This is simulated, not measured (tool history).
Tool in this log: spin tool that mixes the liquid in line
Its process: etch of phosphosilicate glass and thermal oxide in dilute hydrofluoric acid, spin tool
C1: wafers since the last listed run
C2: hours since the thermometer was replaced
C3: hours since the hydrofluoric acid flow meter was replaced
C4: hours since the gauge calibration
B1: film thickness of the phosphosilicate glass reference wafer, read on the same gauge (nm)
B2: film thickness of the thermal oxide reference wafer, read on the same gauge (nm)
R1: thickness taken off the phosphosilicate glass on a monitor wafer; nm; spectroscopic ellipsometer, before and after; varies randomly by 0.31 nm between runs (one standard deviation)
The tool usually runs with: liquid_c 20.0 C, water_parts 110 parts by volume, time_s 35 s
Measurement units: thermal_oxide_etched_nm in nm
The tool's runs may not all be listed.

Run 1, day 0.000: usual settings; C1 0; C2 60.6; C3 2011.6; C4 5.2; B1 80.00; B2 49.993. Result: R1 43.05 nm, thermal_oxide_etched_nm 1.557 nm.
At day 0.367: hydrofluoric acid flow meter replaced.
Run 2, day 0.950: usual settings; C1 409; C2 83.4; C3 14.0; C4 28.0; B1 80.02; B2 49.967. Result: R1 38.21 nm, thermal_oxide_etched_nm 1.368 nm.
Run 3, day 1.692: usual settings; C1 334; C2 101.2; C3 31.8; C4 45.8; B1 80.01; B2 50.000. Result: R1 38.00 nm, thermal_oxide_etched_nm 1.360 nm.
Run 4, day 2.533: usual settings but liquid_c 22.0 C; C1 379; C2 121.4; C3 52.0; C4 66.0; B1 80.01; B2 50.018. Result: R1 40.30 nm, thermal_oxide_etched_nm 1.448 nm.
Run 5, day 3.333: usual settings but liquid_c 22.0 C; C1 360; C2 140.6; C3 71.2; C4 85.2; B1 79.97; B2 50.001. Result: R1 41.29 nm, thermal_oxide_etched_nm 1.502 nm.
Run 6, day 4.233: usual settings; C1 405; C2 162.2; C3 92.8; C4 106.8; B1 79.99; B2 49.993. Result: R1 37.93 nm, thermal_oxide_etched_nm 1.406 nm.
Run 7, day 5.225: usual settings but liquid_c 18.0 C, time_s 20 s; C1 447; C2 186.0; C3 116.6; C4 130.6; B1 79.95; B2 50.033. Result: R1 20.03 nm, thermal_oxide_etched_nm 0.733 nm.
Run 8, day 6.567: usual settings but liquid_c 17.0 C, water_parts 125 parts by volume, time_s 25 s; C1 605; C2 218.2; C3 148.8; C4 162.8; B1 80.06; B2 49.989. Result: R1 21.03 nm, thermal_oxide_etched_nm 0.727 nm.
Run 9, day 7.371: usual settings but water_parts 75 parts by volume, time_s 15 s; C1 362; C2 237.5; C3 168.1; C4 182.1; B1 80.00; B2 50.014. Result: R1 24.90 nm, thermal_oxide_etched_nm 0.895 nm.
Run 10, day 8.108: usual settings; C1 332; C2 255.2; C3 185.8; C4 199.8; B1 80.02; B2 50.023. Result: R1 38.27 nm, thermal_oxide_etched_nm 1.373 nm.
Run 11, day 8.721: usual settings but water_parts 90 parts by volume, time_s 20 s; C1 276; C2 269.9; C3 200.5; C4 214.5; B1 79.96; B2 50.040. Result: R1 27.26 nm, thermal_oxide_etched_nm 1.004 nm.
Run 12, day 12.146: usual settings but liquid_c 18.0 C, water_parts 65 parts by volume; C1 1544; C2 352.1; C3 282.7; C4 296.7; B1 79.98; B2 50.026. Result: R1 64.18 nm, thermal_oxide_etched_nm 2.314 nm.
Run 13, day 12.654: usual settings; C1 229; C2 364.3; C3 294.9; C4 308.9; B1 79.96; B2 49.991. Result: R1 38.90 nm, thermal_oxide_etched_nm 1.383 nm.
Run 14, day 14.004: usual settings; C1 608; C2 396.7; C3 327.3; C4 341.3; B1 80.00; B2 49.957. Result: R1 38.35 nm, thermal_oxide_etched_nm 1.360 nm.
Run 15, day 14.596: usual settings but water_parts 60 parts by volume, time_s 45 s; C1 266; C2 410.9; C3 341.5; C4 355.5; B1 80.02; B2 49.989. Result: R1 96.62 nm, thermal_oxide_etched_nm 3.431 nm.
Run 16, day 15.829: usual settings but liquid_c 17.0 C, water_parts 145 parts by volume, time_s 50 s; C1 556; C2 440.5; C3 371.1; C4 385.1; B1 80.06; B2 50.014. Result: R1 35.36 nm, thermal_oxide_etched_nm 1.294 nm.
Run 17, day 16.712: usual settings but liquid_c 18.0 C, water_parts 135 parts by volume, time_s 25 s; C1 398; C2 461.7; C3 392.3; C4 406.3; B1 80.02; B2 49.979. Result: R1 20.23 nm, thermal_oxide_etched_nm 0.769 nm.
Run 18, day 18.042: usual settings but liquid_c 25.0 C, water_parts 60 parts by volume, time_s 50 s; C1 599; C2 493.6; C3 424.2; C4 438.2; B1 79.96; B2 50.023. Result: R1 130.38 nm, thermal_oxide_etched_nm 4.948 nm.
Run 19, day 19.212: usual settings but time_s 45 s; C1 528; C2 521.7; C3 452.3; C4 466.3; B1 79.99; B2 49.988. Result: R1 50.72 nm, thermal_oxide_etched_nm 1.745 nm.
Run 20, day 20.062: usual settings; C1 383; C2 542.1; C3 472.7; C4 486.7; B1 79.97; B2 49.990. Result: R1 39.12 nm, thermal_oxide_etched_nm 1.452 nm.
Run 21, day 21.425: usual settings but liquid_c 17.5 C; C1 614; C2 574.8; C3 505.4; C4 519.4; B1 80.00; B2 50.038. Result: R1 35.21 nm, thermal_oxide_etched_nm 1.269 nm.
Run 22, day 21.942: usual settings but water_parts 85 parts by volume; C1 233; C2 587.2; C3 517.8; C4 531.8; B1 79.96; B2 49.984. Result: R1 51.56 nm, thermal_oxide_etched_nm 1.828 nm.
Run 23, day 22.954: usual settings but liquid_c 25.0 C, water_parts 60 parts by volume, time_s 50 s; C1 456; C2 611.5; C3 542.1; C4 556.1; B1 80.01; B2 50.003. Result: R1 135.84 nm, thermal_oxide_etched_nm 4.953 nm.
Run 24, day 23.529: usual settings but liquid_c 17.0 C, water_parts 135 parts by volume; C1 259; C2 625.3; C3 555.9; C4 569.9; B1 80.00; B2 50.014. Result: R1 27.25 nm, thermal_oxide_etched_nm 1.015 nm.
Run 25, day 24.562: usual settings; C1 466; C2 650.1; C3 580.7; C4 594.7; B1 79.99; B2 50.029. Result: R1 39.41 nm, thermal_oxide_etched_nm 1.436 nm.
Run 26, day 25.271: usual settings but water_parts 125 parts by volume; C1 319; C2 667.1; C3 597.7; C4 611.7; B1 80.02; B2 50.040. Result: R1 34.39 nm, thermal_oxide_etched_nm 1.179 nm.

How the hidden state differs across the entries between the runs, from the last listed run before each to the first after it:
Run 1 -> run 2: hydrofluoric acid flow meter replaced (day 0.367)
  hydrofluoric acid flow above the setpoint (%): 13.2 -> 0.443
  measured minus no-state result, R1: +5.57 -> +0.18 nm; thermal_oxide_etched_nm: +0.202 -> +0.007 nm
